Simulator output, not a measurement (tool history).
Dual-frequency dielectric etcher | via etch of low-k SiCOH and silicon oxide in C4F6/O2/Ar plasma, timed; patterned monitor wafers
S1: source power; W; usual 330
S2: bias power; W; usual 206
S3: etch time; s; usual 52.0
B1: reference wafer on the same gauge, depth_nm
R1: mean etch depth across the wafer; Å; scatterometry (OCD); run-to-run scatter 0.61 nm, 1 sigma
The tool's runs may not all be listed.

Run 1, day 0.000: usual settings; B1 147.0. Result: R1 1524 Å.
Run 2, day 0.992: usual settings; B1 146.9. Result: R1 1522 Å.
Run 3, day 1.500: usual settings; B1 147.1. Result: R1 1521 Å.
Run 4, day 2.429: usual settings but S3 45.0 s; B1 147.0. Result: R1 1320 Å.
Run 5, day 3.908: usual settings; B1 147.0. Result: R1 1517 Å.
Run 6, day 4.442: usual settings; B1 147.1. Result: R1 1499 Å.
Run 7, day 5.579: usual settings; B1 147.0. Result: R1 1515 Å.
At day 6.471: source power generator calibrated.
Run 8, day 6.862: usual settings but S1 360 W; B1 147.1. Result: R1 1581 Å.
At day 8.871: wet clean of the chamber.
Run 9, day 8.892: usual settings but S3 44.5 s; B1 146.9. Result: R1 1283 Å.
Run 10, day 9.700: usual settings but S1 410 W, S2 258 W, S3 37.5 s; B1 147.1. Result: R1 1309 Å.
At day 10.192: gauge calibrated.
Run 11, day 11.117: usual settings but S2 172 W; B1 147.0. Result: R1 1410 Å.
At day 13.858: upper electrode replaced.
At day 14.625: bias power generator calibrated.
Run 12, day 14.938: usual settings; B1 146.9. Result: R1 1520 Å.
Run 13, day 16.100: usual settings; B1 147.0. Result: R1 1511 Å.
Run 14, day 17.308: usual settings but S1 250 W; B1 147.1. Result: R1 1339 Å.
Run 15, day 19.696: usual settings but S1 250 W, S2 255 W, S3 45.0 s; B1 146.9. Result: R1 1252 Å.
Run 16, day 20.900: usual settings but S2 229 W, S3 58.5 s; B1 147.1. Result: R1 1793 Å.

Forecast each of these 5 alternatives for the next run:
Run A, day 20.917: usual settings but S1 290 W; B1 ?. Result: R1 ?.
Run B, day 20.917: usual settings but S1 250 W, S2 163 W; B1 ?. Result: R1 ?.
Run C, day 20.917: usual settings but S2 238 W; B1 ?. Result: R1 ?.
Run D, day 20.917: usual settings but S2 189 W; B1 ?. Result: R1 ?.
Run E, day 20.917: usual settings but S1 280 W, S3 59.0 s; B1 ?. Result: R1 ?.

run     B1    R1
  A  146.9  1430
  B  146.9  1215
  C  146.9  1606
  D  146.9  1469
  E  146.9  1596
With no hidden state in the tool, these same runs would have given:
run    R1
  A  1430
  B  1215
  C  1606
  D  1469
  E  1596
